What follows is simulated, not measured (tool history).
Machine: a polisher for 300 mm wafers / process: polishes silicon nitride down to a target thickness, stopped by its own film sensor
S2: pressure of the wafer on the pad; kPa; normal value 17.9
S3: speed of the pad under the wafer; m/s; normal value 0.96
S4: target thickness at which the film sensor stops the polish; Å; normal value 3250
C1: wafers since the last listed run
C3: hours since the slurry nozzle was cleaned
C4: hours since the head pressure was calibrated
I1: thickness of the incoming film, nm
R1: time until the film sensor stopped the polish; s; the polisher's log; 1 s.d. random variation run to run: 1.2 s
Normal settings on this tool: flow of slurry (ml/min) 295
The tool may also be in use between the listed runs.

run 1 hour=0.0 | flow_of_slurry_(ml/min)=295 S2=17.9 S3=0.96 S4=3250 | C1=0 wafers_polished_on_this_pad=4419 C3=379.5 C4=678.6 | I1=442.2 | R1=91.6
-- hour=92.6 worn pad replaced by a new one
run 2 hour=104.1 | flow_of_slurry_(ml/min)=295 S2=17.9 S3=0.96 S4=3250 | C1=747 wafers_polished_on_this_pad=85 C3=483.6 C4=782.7 | I1=438.5 | R1=81.5
run 3 hour=183.9 | flow_of_slurry_(ml/min)=295 S2=17.9 S3=0.96 S4=3250 | C1=595 wafers_polished_on_this_pad=681 C3=563.4 C4=862.5 | I1=439.2 | R1=85.8
-- hour=248.8 slurry nozzle cleaned
run 4 hour=288.7 | flow_of_slurry_(ml/min)=295 S2=17.9 S3=0.96 S4=3250 | C1=775 wafers_polished_on_this_pad=1456 C3=39.9 C4=967.3 | I1=447.8 | R1=98.1
-- hour=295.2 head pressure recalibrated
run 5 hour=382.0 | flow_of_slurry_(ml/min)=295 S2=13.1 S3=0.96 S4=3250 | C1=681 wafers_polished_on_this_pad=2138 C3=133.2 C4=86.8 | I1=436.6 | R1=102.3
run 6 hour=459.9 | flow_of_slurry_(ml/min)=295 S2=17.9 S3=0.78 S4=3250 | C1=581 wafers_polished_on_this_pad=2720 C3=211.1 C4=164.7 | I1=437.7 | R1=99.7
run 7 hour=501.0 | flow_of_slurry_(ml/min)=295 S2=17.9 S3=0.96 S4=3250 | C1=306 wafers_polished_on_this_pad=3026 C3=252.2 C4=205.8 | I1=440.4 | R1=88.9
run 8 hour=590.5 | flow_of_slurry_(ml/min)=215 S2=17.9 S3=0.96 S4=3250 | C1=668 wafers_polished_on_this_pad=3695 C3=341.7 C4=295.3 | I1=440.5 | R1=95.4
run 9 hour=631.4 | flow_of_slurry_(ml/min)=215 S2=17.9 S3=0.96 S4=3250 | C1=305 wafers_polished_on_this_pad=4000 C3=382.6 C4=336.2 | I1=441.7 | R1=98.4
run 10 hour=681.5 | flow_of_slurry_(ml/min)=215 S2=17.9 S3=0.96 S4=3250 | C1=374 wafers_polished_on_this_pad=4374 C3=432.7 C4=386.3 | I1=439.4 | R1=93.5
run 11 hour=752.5 | flow_of_slurry_(ml/min)=295 S2=17.9 S3=1.06 S4=3250 | C1=530 wafers_polished_on_this_pad=4904 C3=503.7 C4=457.3 | I1=442.0 | R1=87.7
-- hour=773.8 slurry nozzle cleaned
-- hour=780.9 worn pad replaced by a new one
run 12 hour=802.5 | flow_of_slurry_(ml/min)=295 S2=19.3 S3=1.22 S4=3250 | C1=336 wafers_polished_on_this_pad=161 C3=28.7 C4=507.3 | I1=436.0 | R1=60.6
run 13 hour=884.4 | flow_of_slurry_(ml/min)=295 S2=19.3 S3=1.22 S4=3250 | C1=611 wafers_polished_on_this_pad=772 C3=110.6 C4=589.2 | I1=431.3 | R1=58.7
run 14 hour=962.0 | flow_of_slurry_(ml/min)=295 S2=17.9 S3=0.96 S4=3250 | C1=579 wafers_polished_on_this_pad=1352 C3=188.2 C4=666.8 | I1=438.6 | R1=83.4
run 15 hour=1165.8 | flow_of_slurry_(ml/min)=295 S2=17.9 S3=0.96 S4=3250 | C1=1521 wafers_polished_on_this_pad=2874 C3=392.0 C4=870.6 | I1=441.7 | R1=91.7
run 16 hour=1208.7 | flow_of_slurry_(ml/min)=295 S2=17.9 S3=0.96 S4=3250 | C1=320 wafers_polished_on_this_pad=3194 C3=434.9 C4=913.5 | I1=439.2 | R1=90.4
run 17 hour=1313.9 | flow_of_slurry_(ml/min)=340 S2=17.9 S3=0.96 S4=3460 | C1=785 wafers_polished_on_this_pad=3979 C3=540.1 C4=1018.7 | I1=436.5 | R1=72.3
-- hour=1325.2 head pressure recalibrated
-- hour=1377.4 slurry nozzle cleaned
run 18 hour=1377.9 | flow_of_slurry_(ml/min)=260 S2=12.4 S3=0.72 S4=3430 | C1=455 wafers_polished_on_this_pad=4435 C3=0.5 C4=52.7 | I1=440.7 | R1=120.5
-- hour=1444.1 worn pad replaced by a new one
run 19 hour=1464.1 | flow_of_slurry_(ml/min)=295 S2=17.9 S3=0.96 S4=3250 | C1=613 wafers_polished_on_this_pad=149 C3=86.7 C4=138.9 | I1=436.4 | R1=75.2
run 20 hour=1513.8 | flow_of_slurry_(ml/min)=215 S2=17.9 S3=0.96 S4=3250 | C1=371 wafers_polished_on_this_pad=520 C3=136.4 C4=188.6 | I1=437.2 | R1=79.4
run 21 hour=1592.5 | flow_of_slurry_(ml/min)=260 S2=22.1 S3=0.64 S4=3500 | C1=587 wafers_polished_on_this_pad=1108 C3=215.1 C4=267.3 | I1=434.3 | R1=70.2
run 22 hour=1635.5 | flow_of_slurry_(ml/min)=295 S2=17.9 S3=0.96 S4=3250 | C1=321 wafers_polished_on_this_pad=1429 C3=258.1 C4=310.3 | I1=436.2 | R1=78.7
run 23 hour=1730.6 | flow_of_slurry_(ml/min)=295 S2=17.9 S3=0.96 S4=3070 | C1=710 wafers_polished_on_this_pad=2139 C3=353.2 C4=405.4 | I1=432.1 | R1=91.8
run 24 hour=1772.3 | flow_of_slurry_(ml/min)=365 S2=17.9 S3=0.68 S4=3390 | C1=311 wafers_polished_on_this_pad=2450 C3=394.9 C4=447.1 | I1=444.5 | R1=101.5
run 25 hour=1872.0 | flow_of_slurry_(ml/min)=245 S2=22.8 S3=1.08 S4=3050 | C1=744 wafers_polished_on_this_pad=3195 C3=494.6 C4=546.8 | I1=434.7 | R1=77.5
run 26 hour=1909.0 | flow_of_slurry_(ml/min)=200 S2=17.9 S3=0.96 S4=3040 | C1=276 wafers_polished_on_this_pad=3471 C3=531.6 C4=583.8 | I1=444.2 | R1=109.9
-- hour=1941.7 slurry nozzle cleaned
-- hour=1975.0 worn pad replaced by a new one
run 27 hour=1975.5 | flow_of_slurry_(ml/min)=260 S2=13.8 S3=0.96 S4=2990 | C1=459 wafers_polished_on_this_pad=3 C3=33.8 C4=650.3 | I1=444.5 | R1=122.3
run 28 hour=2039.2 | flow_of_slurry_(ml/min)=295 S2=17.9 S3=0.96 S4=3250 | C1=475 wafers_polished_on_this_pad=479 C3=97.5 C4=714.0 | I1=438.2 | R1=81.8
run 29 hour=2245.5 | flow_of_slurry_(ml/min)=230 S2=24.1 S3=1.18 S4=3250 | C1=1540 wafers_polished_on_this_pad=2019 C3=303.8 C4=920.3 | I1=442.6 | R1=63.5
run 30 hour=2312.9 | flow_of_slurry_(ml/min)=225 S2=23.4 S3=0.74 S4=2930 | C1=503 wafers_polished_on_this_pad=2522 C3=371.2 C4=987.7 | I1=447.1 | R1=131.6
-- hour=2383.5 head pressure recalibrated
run 31 hour=2398.8 | flow_of_slurry_(ml/min)=295 S2=17.9 S3=0.96 S4=3540 | C1=626 wafers_polished_on_this_pad=3149 C3=457.1 C4=15.3 | I1=437.4 | R1=63.0
run 32 hour=2450.7 | flow_of_slurry_(ml/min)=295 S2=13.8 S3=1.18 S4=3380 | C1=387 wafers_polished_on_this_pad=3536 C3=509.0 C4=67.2 | I1=438.6 | R1=77.1
-- hour=2500.5 worn pad replaced by a new one
run 33 hour=2501.0 | flow_of_slurry_(ml/min)=295 S2=17.9 S3=0.96 S4=3250 | C1=345 wafers_polished_on_this_pad=3 C3=559.3 C4=117.5 | I1=432.3 | R1=72.0
-- hour=2592.5 slurry nozzle cleaned
run 34 hour=2604.7 | flow_of_slurry_(ml/min)=225 S2=17.9 S3=0.78 S4=3250 | C1=766 wafers_polished_on_this_pad=770 C3=12.2 C4=221.2 | I1=430.6 | R1=90.9
run 35 hour=2697.2 | flow_of_slurry_(ml/min)=295 S2=20.7 S3=0.96 S4=2940 | C1=690 wafers_polished_on_this_pad=1461 C3=104.7 C4=313.7 | I1=440.6 | R1=96.1
run 36 hour=2751.7 | flow_of_slurry_(ml/min)=295 S2=13.8 S3=1.08 S4=3050 | C1=406 wafers_polished_on_this_pad=1868 C3=159.2 C4=368.2 | I1=442.0 | R1=107.7

Consider 4 possible next runs. They are alternatives, not a sequence: every one starts from the tool as it was left by run 36. What does each give?
run A hour=2752.2 | flow_of_slurry_(ml/min)=295 S2=17.9 S3=0.96 S4=3250 | C1=3 wafers_polished_on_this_pad=1871 C3=159.7 C4=368.7 | I1=435.3 | R1=?
run B hour=2752.2 | flow_of_slurry_(ml/min)=295 S2=15.2 S3=1.20 S4=3010 | C1=3 wafers_polished_on_this_pad=1871 C3=159.7 C4=368.7 | I1=435.3 | R1=?
run C hour=2752.2 | flow_of_slurry_(ml/min)=295 S2=23.4 S3=0.96 S4=3250 | C1=3 wafers_polished_on_this_pad=1871 C3=159.7 C4=368.7 | I1=435.3 | R1=?
run D hour=2752.2 | flow_of_slurry_(ml/min)=295 S2=23.4 S3=1.20 S4=3490 | C1=3 wafers_polished_on_this_pad=1871 C3=159.7 C4=368.7 | I1=435.3 | R1=?

run=A R1=80.7
run=B R1=91.1
run=C R1=67.5
run=D R1=44.2
The same runs, with their run-to-run variation unchanged, on a tool lacking any hidden condition would have given:
run=A R1=75.0
run=B R1=84.7
run=C R1=62.7
run=D R1=41.1
